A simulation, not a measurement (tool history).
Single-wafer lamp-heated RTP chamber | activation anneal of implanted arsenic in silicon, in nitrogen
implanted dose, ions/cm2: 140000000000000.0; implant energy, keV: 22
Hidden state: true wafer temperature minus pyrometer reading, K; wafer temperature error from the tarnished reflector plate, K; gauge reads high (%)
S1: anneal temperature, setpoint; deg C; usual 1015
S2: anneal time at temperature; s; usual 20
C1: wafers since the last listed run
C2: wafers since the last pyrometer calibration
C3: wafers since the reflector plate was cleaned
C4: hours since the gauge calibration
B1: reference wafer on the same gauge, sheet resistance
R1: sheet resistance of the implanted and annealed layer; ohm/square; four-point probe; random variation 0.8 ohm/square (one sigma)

| run | hour | S1 | S2 | C1 | C2 | C3 | C4 | B1 | R1 |
|---|---|---|---|---|---|---|---|---|---|
| 1 | 0 | 1015 | 15 | 0 | 4796 | 2927 | 420.4 | 608.62 | 532.96 |
| 2 | 61.5 | 1015 | 20 | 752 | 5549 | 3680 | 481.9 | 609.04 | 534.04 |
|  | 117.9 | pyrometer window cleaned and pyrometer calibrated |
| 3 | 155.4 | 1015 | 20 | 1051 | 459 | 4731 | 575.8 | 609.09 | 533.43 |
|  | 208.3 | reflector plate cleaned |
| 4 | 208.8 | 1015 | 20 | 555 | 1015 | 5 | 629.2 | 609.13 | 533.57 |
| 5 | 271.1 | 1015 | 20 | 762 | 1777 | 768 | 691.5 | 609.39 | 532.99 |
| 6 | 372.5 | 1015 | 20 | 1241 | 3018 | 2009 | 792.9 | 610.01 | 534.38 |
| 7 | 451.6 | 1015 | 20 | 968 | 3987 | 2977 | 872 | 610.26 | 533.4 |
|  | 644.1 | reflector plate cleaned |
|  | 705 | pyrometer window cleaned and pyrometer calibrated |
| 8 | 741.9 | 1028 | 20 | 3357 | 452 | 1099 | 1162.3 | 611.48 | 533.14 |
| 9 | 811 | 1028 | 20 | 845 | 1297 | 1945 | 1231.4 | 612.18 | 534.52 |
| 10 | 906 | 1015 | 20 | 1162 | 2460 | 3108 | 1326.4 | 612.71 | 536.98 |
| 11 | 976 | 1015 | 20 | 856 | 3317 | 3964 | 1396.4 | 613.13 | 537.03 |
| 12 | 1039.7 | 1034 | 10 | 779 | 4097 | 4744 | 1460.1 | 613.4 | 538.06 |
|  | 1065 | reflector plate cleaned |
| 13 | 1095.8 | 1003 | 8 | 588 | 4686 | 376 | 1516.2 | 614.18 | 540.82 |
|  | 1125.9 | gauge calibrated |
| 14 | 1167 | 1030 | 30 | 871 | 5557 | 1248 | 41.1 | 608.21 | 526.99 |
| 15 | 1219.3 | 1015 | 20 | 640 | 6197 | 1888 | 93.4 | 607.82 | 530.87 |
| 16 | 1271.8 | 1015 | 17 | 642 | 6840 | 2530 | 145.9 | 607.9 | 533.05 |

Run 17 comes next. What will it give?
|  | 1289.2 | pyrometer window cleaned and pyrometer calibrated |
| 17 | 1330.7 | 988 | 29 | 623 | 507 | 3153 | 204.8 | ? | ? |

B1: 608.31
R1: 533.14 ohm/square
Without the tool's hidden state the same run would have given R1 533.07 ohm/square.

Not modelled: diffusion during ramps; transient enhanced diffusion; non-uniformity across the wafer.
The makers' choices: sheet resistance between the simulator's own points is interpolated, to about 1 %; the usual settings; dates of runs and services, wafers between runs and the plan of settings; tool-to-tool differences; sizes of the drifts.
